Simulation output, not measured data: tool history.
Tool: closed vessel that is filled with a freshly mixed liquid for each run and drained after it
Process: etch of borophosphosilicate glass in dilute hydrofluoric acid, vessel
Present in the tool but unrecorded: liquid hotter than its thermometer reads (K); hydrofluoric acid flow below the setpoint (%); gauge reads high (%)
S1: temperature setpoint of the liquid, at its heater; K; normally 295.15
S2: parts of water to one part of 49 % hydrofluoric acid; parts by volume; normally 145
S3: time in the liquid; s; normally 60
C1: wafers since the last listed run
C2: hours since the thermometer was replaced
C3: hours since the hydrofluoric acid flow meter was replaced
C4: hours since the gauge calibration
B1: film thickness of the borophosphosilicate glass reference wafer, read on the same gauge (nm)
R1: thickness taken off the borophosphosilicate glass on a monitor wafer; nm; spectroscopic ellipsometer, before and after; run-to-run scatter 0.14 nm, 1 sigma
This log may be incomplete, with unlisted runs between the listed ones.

run,hour,S1,S2,S3,C1,C2,C3,C4,B1,R1
1,0,296.65,165,60,0,2605.4,834.5,234.9,119.99,13.82
2,32.9,296.65,165,60,2012,2638.3,867.4,267.8,120.01,13.78
3,55.8,295.15,145,35,1401,2661.2,890.3,290.7,120,8.79
4,83.1,295.15,145,35,1670,2688.5,917.6,318,120,8.91
5,103.3,295.15,145,60,1235,2708.7,937.8,338.2,120.01,15.07
6,127.8,295.15,145,60,1498,2733.2,962.3,362.7,120,14.88
7,157.7,295.15,145,60,1829,2763.1,992.2,392.6,120.01,15.06
8,171.5,295.15,145,60,844,2776.9,1006,406.4,120.01,15
9,183.9,295.15,145,60,758,2789.3,1018.4,418.8,120.01,15.11
10,217.4,295.15,145,40,2049,2822.8,1051.9,452.3,120.01,10.05
11,246.2,295.15,145,60,1762,2851.6,1080.7,481.1,120,14.92
12,266.4,295.15,145,60,1235,2871.8,1100.9,501.3,120.01,14.91
13,289.4,295.15,145,60,1407,2894.8,1123.9,524.3,120.01,14.7
14,313.2,295.15,145,45,1456,2918.6,1147.7,548.1,120.01,11.25
15,363.6,299.65,90,80,3083,2969,1198.1,598.5,120,40.24
# hour 382.2: thermometer replaced
16,383.9,293.65,195,60,1180,1.7,1218.4,618.8,120.01,9.78
# hour 396.1: gauge calibrated
17,403.9,295.15,145,60,1223,21.7,1238.4,7.8,120.01,14.83
18,419.1,296.65,145,60,929,36.9,1253.6,23,120.01,15.41
# hour 441.2: hydrofluoric acid flow meter replaced
19,444.9,295.15,145,35,1517,62.7,3.7,48.8,120.02,9.29
20,475.3,295.15,110,60,1859,93.1,34.1,79.2,119.99,21.88
21,503.8,298.15,145,60,1743,121.6,62.6,107.7,120.01,17.84
22,535.6,295.15,145,60,1945,153.4,94.4,139.5,120,16
23,551.3,295.15,95,60,960,169.1,110.1,155.2,120.02,25.37
24,578.5,295.15,100,80,1664,196.3,137.3,182.4,119.99,32.55
25,598.7,295.15,100,40,1235,216.5,157.5,202.6,119.98,15.94
26,626.7,298.65,145,35,1713,244.5,185.5,230.6,120.01,10.58
27,657.8,299.15,200,80,1902,275.6,216.6,261.7,120,16.65
28,684.4,297.15,95,60,1627,302.2,243.2,288.3,120.03,27.71
29,704.9,295.15,80,60,1254,322.7,263.7,308.8,120.01,31.06

Below are 5 alternative next runs, each starting from the tool's condition after run 29. Predict each:
A,705.6,295.15,145,70,42,323.4,264.4,309.5,?,?
B,705.6,292.15,170,60,42,323.4,264.4,309.5,?,?
C,705.6,295.15,145,80,42,323.4,264.4,309.5,?,?
D,705.6,295.15,145,30,42,323.4,264.4,309.5,?,?
E,705.6,295.15,145,85,42,323.4,264.4,309.5,?,?

run,B1,R1
A,120,18.24
B,120,11.54
C,120,20.85
D,120,7.82
E,120,22.15
Without the tool's unlogged condition, the same runs would have read:
run,R1
A,18.56
B,11.75
C,21.22
D,7.96
E,22.54
